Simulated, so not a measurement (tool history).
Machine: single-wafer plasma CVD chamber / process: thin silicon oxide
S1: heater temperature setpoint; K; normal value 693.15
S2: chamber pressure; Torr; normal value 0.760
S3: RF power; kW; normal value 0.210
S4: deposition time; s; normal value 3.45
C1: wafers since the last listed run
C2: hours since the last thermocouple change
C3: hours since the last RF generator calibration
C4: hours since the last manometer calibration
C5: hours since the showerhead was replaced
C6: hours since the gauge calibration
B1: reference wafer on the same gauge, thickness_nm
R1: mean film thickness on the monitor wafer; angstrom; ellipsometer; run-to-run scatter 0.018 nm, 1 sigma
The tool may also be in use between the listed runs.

run	hour	S1	S2	S3	S4	C1	C2	C3	C4	C5	C6	B1	R1
1	0.0	693.15	0.760	0.210	3.45	0	881.0	568.5	2146.4	18.6	734.1	5.314	46.52
2	16.8	693.15	0.760	0.210	3.45	543	897.8	585.3	2163.2	35.4	750.9	5.319	46.68
# hour 69.5: capacitance manometer re-zeroed and calibrated
3	77.3	693.15	0.760	0.210	3.45	1699	958.3	645.8	7.8	95.9	811.4	5.324	51.80
4	95.9	693.15	0.760	0.210	3.45	602	976.9	664.4	26.4	114.5	830.0	5.321	51.64
5	116.5	698.15	0.862	0.210	3.45	667	997.5	685.0	47.0	135.1	850.6	5.325	57.09
6	152.2	693.15	0.620	0.210	3.45	1155	1033.2	720.7	82.7	170.8	886.3	5.316	42.84
# hour 154.5: gauge calibrated
7	176.8	685.15	0.760	0.210	3.45	796	1057.8	745.3	107.3	195.4	22.3	5.312	51.81
8	198.0	693.15	0.942	0.210	3.98	686	1079.0	766.5	128.5	216.6	43.5	5.318	69.95
# hour 241.9: thermocouple changed; heater temperature recalibrated
9	254.8	693.15	0.760	0.210	3.45	1580	12.9	823.3	185.3	273.4	100.3	5.321	51.28
10	288.5	700.15	0.760	0.210	3.45	1091	46.6	857.0	219.0	307.1	134.0	5.320	50.91
11	315.1	683.15	0.760	0.210	3.83	861	73.2	883.6	245.6	333.7	160.6	5.322	57.13
# hour 338.8: RF generator calibrated
12	361.7	693.15	0.649	0.230	3.45	1249	119.8	22.9	292.2	380.3	207.2	5.326	46.59
# hour 386.6: capacitance manometer re-zeroed and calibrated, repeated, since the last time left the tool worse
13	394.2	693.15	0.760	0.210	3.45	793	152.3	55.4	7.6	412.8	239.7	5.322	48.83
14	408.9	693.15	0.760	0.210	3.45	475	167.0	70.1	22.3	427.5	254.4	5.323	48.42
15	435.1	693.15	0.760	0.210	3.45	848	193.2	96.3	48.5	453.7	280.6	5.323	48.43
16	466.0	693.15	0.760	0.240	3.73	1000	224.1	127.2	79.4	484.6	311.5	5.319	55.90
17	494.5	700.15	0.760	0.210	3.78	922	252.6	155.7	107.9	513.1	340.0	5.323	52.59
18	512.8	693.15	0.760	0.210	3.45	592	270.9	174.0	126.2	531.4	358.3	5.325	48.48
19	538.0	693.15	0.822	0.245	3.45	815	296.1	199.2	151.4	556.6	383.5	5.315	55.48
20	555.5	693.15	0.599	0.220	4.12	566	313.6	216.7	168.9	574.1	401.0	5.318	47.51
21	590.5	693.15	0.760	0.210	3.45	1133	348.6	251.7	203.9	609.1	436.0	5.324	48.28
22	622.2	693.15	0.936	0.240	3.45	1026	380.3	283.4	235.6	640.8	467.7	5.317	60.58
23	652.9	693.15	0.760	0.210	3.45	994	411.0	314.1	266.3	671.5	498.4	5.323	48.10
24	671.7	682.15	0.647	0.230	3.45	608	429.8	332.9	285.1	690.3	517.2	5.318	43.32
25	702.8	699.15	0.664	0.180	3.21	1006	460.9	364.0	316.2	721.4	548.3	5.316	36.18
26	717.1	693.15	0.706	0.225	4.10	463	475.2	378.3	330.5	735.7	562.6	5.321	54.94
27	752.7	693.15	0.760	0.210	3.45	1152	510.8	413.9	366.1	771.3	598.2	5.325	48.09
28	787.4	693.15	0.760	0.210	3.45	1123	545.5	448.6	400.8	806.0	632.9	5.319	47.92
29	821.5	707.15	0.760	0.230	3.20	1104	579.6	482.7	434.9	840.1	667.0	5.315	46.17
30	837.5	699.15	0.573	0.245	3.19	518	595.6	498.7	450.9	856.1	683.0	5.313	36.23

Consider 3 possible next runs. They are alternatives, not a sequence: every one starts from the tool as it was left by run 30. What does each give?
A	837.9	693.15	0.760	0.210	3.17	12	596.0	499.1	451.3	856.5	683.4	?	?
B	837.9	708.15	0.702	0.235	3.73	12	596.0	499.1	451.3	856.5	683.4	?	?
C	837.9	687.15	0.844	0.210	3.45	12	596.0	499.1	451.3	856.5	683.4	?	?

run	B1	R1
A	5.316	43.93
B	5.316	50.13
C	5.316	52.58
With no hidden state in the tool, these same runs would have given:
run	R1
A	44.75
B	51.11
C	53.45

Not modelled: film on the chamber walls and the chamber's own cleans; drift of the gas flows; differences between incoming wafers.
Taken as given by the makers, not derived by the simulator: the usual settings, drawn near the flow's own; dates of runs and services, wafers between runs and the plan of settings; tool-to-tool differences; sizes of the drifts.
